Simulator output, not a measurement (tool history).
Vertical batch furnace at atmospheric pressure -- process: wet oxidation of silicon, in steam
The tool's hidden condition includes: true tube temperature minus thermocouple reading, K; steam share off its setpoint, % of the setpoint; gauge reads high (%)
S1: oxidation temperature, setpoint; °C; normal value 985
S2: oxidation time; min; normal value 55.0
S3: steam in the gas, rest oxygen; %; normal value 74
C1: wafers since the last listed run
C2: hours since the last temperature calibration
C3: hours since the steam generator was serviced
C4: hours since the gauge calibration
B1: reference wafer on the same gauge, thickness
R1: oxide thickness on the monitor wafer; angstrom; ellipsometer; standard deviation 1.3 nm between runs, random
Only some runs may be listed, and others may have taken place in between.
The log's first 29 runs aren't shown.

run 30 day=32.417 | S1=1001 S2=42.0 S3=65 | C1=651 C2=148.7 C3=512.5 C4=76.1 | B1=250.39 | R1=2363.0
run 31 day=33.588 | S1=985 S2=34.0 S3=63 | C1=508 C2=176.8 C3=540.6 C4=104.2 | B1=249.73 | R1=1691.6
run 32 day=34.671 | S1=960 S2=67.0 S3=80 | C1=470 C2=202.8 C3=566.6 C4=130.2 | B1=249.72 | R1=2713.0
run 33 day=35.625 | S1=985 S2=55.0 S3=74 | C1=414 C2=225.7 C3=589.5 C4=153.1 | B1=249.45 | R1=2766.9
run 34 day=36.483 | S1=960 S2=67.0 S3=80 | C1=372 C2=246.3 C3=610.1 C4=173.7 | B1=249.90 | R1=2718.5
run 35 day=37.658 | S1=1000 S2=45.5 S3=69 | C1=510 C2=274.5 C3=638.3 C4=201.9 | B1=249.97 | R1=2592.1
run 36 day=38.829 | S1=985 S2=55.0 S3=74 | C1=508 C2=302.6 C3=666.4 C4=230.0 | B1=250.42 | R1=2754.5
run 37 day=39.788 | S1=995 S2=55.0 S3=74 | C1=416 C2=325.6 C3=689.4 C4=253.0 | B1=250.10 | R1=2979.1
run 38 day=40.750 | S1=985 S2=64.5 S3=71 | C1=417 C2=348.7 C3=712.5 C4=276.1 | B1=249.94 | R1=2997.1
run 39 day=41.754 | S1=985 S2=55.0 S3=74 | C1=436 C2=372.8 C3=736.6 C4=300.2 | B1=249.85 | R1=2752.7

Alternative continuations, all from the tool just after run 39; predict every row:
run A day=41.921 | S1=992 S2=55.0 S3=74 | C1=72 C2=376.8 C3=740.6 C4=304.2 | B1=? | R1=?
run B day=41.921 | S1=997 S2=44.0 S3=62 | C1=72 C2=376.8 C3=740.6 C4=304.2 | B1=? | R1=?
run C day=41.921 | S1=997 S2=55.0 S3=74 | C1=72 C2=376.8 C3=740.6 C4=304.2 | B1=? | R1=?

run=A B1=250.40 R1=2935.9
run=B B1=250.40 R1=2283.3
run=C B1=250.40 R1=3058.3
Without the tool's unlogged condition, the same runs would have read:
run=A R1=3020.5
run=B R1=2351.2
run=C R1=3145.2
